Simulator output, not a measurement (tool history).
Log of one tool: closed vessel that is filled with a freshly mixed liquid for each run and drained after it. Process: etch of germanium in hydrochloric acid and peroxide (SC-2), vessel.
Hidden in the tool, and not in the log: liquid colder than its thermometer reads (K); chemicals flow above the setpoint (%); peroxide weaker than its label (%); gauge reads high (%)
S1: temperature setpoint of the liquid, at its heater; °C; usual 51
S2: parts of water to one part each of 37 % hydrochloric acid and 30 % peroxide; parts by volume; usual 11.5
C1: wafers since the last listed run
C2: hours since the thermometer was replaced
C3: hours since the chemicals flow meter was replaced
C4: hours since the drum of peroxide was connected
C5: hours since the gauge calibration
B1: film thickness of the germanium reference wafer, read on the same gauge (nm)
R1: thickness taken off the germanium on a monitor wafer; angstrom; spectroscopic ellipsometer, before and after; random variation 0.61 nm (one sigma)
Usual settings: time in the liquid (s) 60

run 1 day=0 | S1=51 S2=11.5 time_in_the_liquid_(s)=60 | C1=0 C2=20.2 C3=1071.5 C4=346.1 C5=276.8 | B1=90.04 | R1=1348.8
run 2 day=2.85 | S1=51 S2=11.5 time_in_the_liquid_(s)=60 | C1=5179 C2=88.6 C3=1139.9 C4=414.5 C5=345.2 | B1=89.96 | R1=1353.6
run 3 day=4.821 | S1=51 S2=11.5 time_in_the_liquid_(s)=60 | C1=3581 C2=135.9 C3=1187.2 C4=461.8 C5=392.5 | B1=89.98 | R1=1357.1
run 4 day=6.946 | S1=47.5 S2=10 time_in_the_liquid_(s)=60 | C1=3862 C2=186.9 C3=1238.2 C4=512.8 C5=443.5 | B1=89.97 | R1=1209.3
run 5 day=8.996 | S1=47.5 S2=10 time_in_the_liquid_(s)=60 | C1=3725 C2=236.1 C3=1287.4 C4=562 C5=492.7 | B1=90 | R1=1220.7
run 6 day=10.208 | S1=47.5 S2=10 time_in_the_liquid_(s)=60 | C1=2203 C2=265.2 C3=1316.5 C4=591.1 C5=521.8 | B1=90.03 | R1=1212.1
run 7 day=11.588 | S1=51 S2=14 time_in_the_liquid_(s)=60 | C1=2506 C2=298.3 C3=1349.6 C4=624.2 C5=554.9 | B1=90.04 | R1=1304.7
run 8 day=13.421 | S1=51 S2=14 time_in_the_liquid_(s)=60 | C1=3332 C2=342.3 C3=1393.6 C4=668.2 C5=598.9 | B1=90 | R1=1304.8
run 9 day=15.179 | S1=51 S2=14 time_in_the_liquid_(s)=60 | C1=3195 C2=384.5 C3=1435.8 C4=710.4 C5=641.1 | B1=90.05 | R1=1301.6
-- day=16.85 gauge calibrated
run 10 day=17.496 | S1=51 S2=11.5 time_in_the_liquid_(s)=60 | C1=4210 C2=440.1 C3=1491.4 C4=766 C5=15.5 | B1=90.04 | R1=1321.6
run 11 day=19.404 | S1=51 S2=7 time_in_the_liquid_(s)=60 | C1=3468 C2=485.9 C3=1537.2 C4=811.8 C5=61.3 | B1=89.99 | R1=1369.6
run 12 day=20.908 | S1=51 S2=11.5 time_in_the_liquid_(s)=60 | C1=2733 C2=522 C3=1573.3 C4=847.9 C5=97.4 | B1=90.01 | R1=1324.3
run 13 day=23.279 | S1=51 S2=11.5 time_in_the_liquid_(s)=70 | C1=4308 C2=578.9 C3=1630.2 C4=904.8 C5=154.3 | B1=90.04 | R1=1527.6
-- day=24.662 chemicals flow meter replaced
-- day=25.233 thermometer replaced
run 14 day=25.896 | S1=51 S2=7 time_in_the_liquid_(s)=60 | C1=4604 C2=15.9 C3=29.6 C4=967.6 C5=217.1 | B1=89.98 | R1=1327.3
run 15 day=27.817 | S1=42.5 S2=15.5 time_in_the_liquid_(s)=90 | C1=3491 C2=62 C3=75.7 C4=1013.7 C5=263.2 | B1=90 | R1=1395.7
run 16 day=29.342 | S1=48.5 S2=11.5 time_in_the_liquid_(s)=60 | C1=2771 C2=98.6 C3=112.3 C4=1050.3 C5=299.8 | B1=89.97 | R1=1158.4

Run 17 comes next. What will it give?
run 17 day=31.467 | S1=51 S2=17.5 time_in_the_liquid_(s)=95 | C1=3862 C2=149.6 C3=163.3 C4=1101.3 C5=350.8 | B1=? | R1=?

B1: 90
R1: 1885.8 angstrom
Without the tool's hidden state the same run would have given R1 2028.6 angstrom.
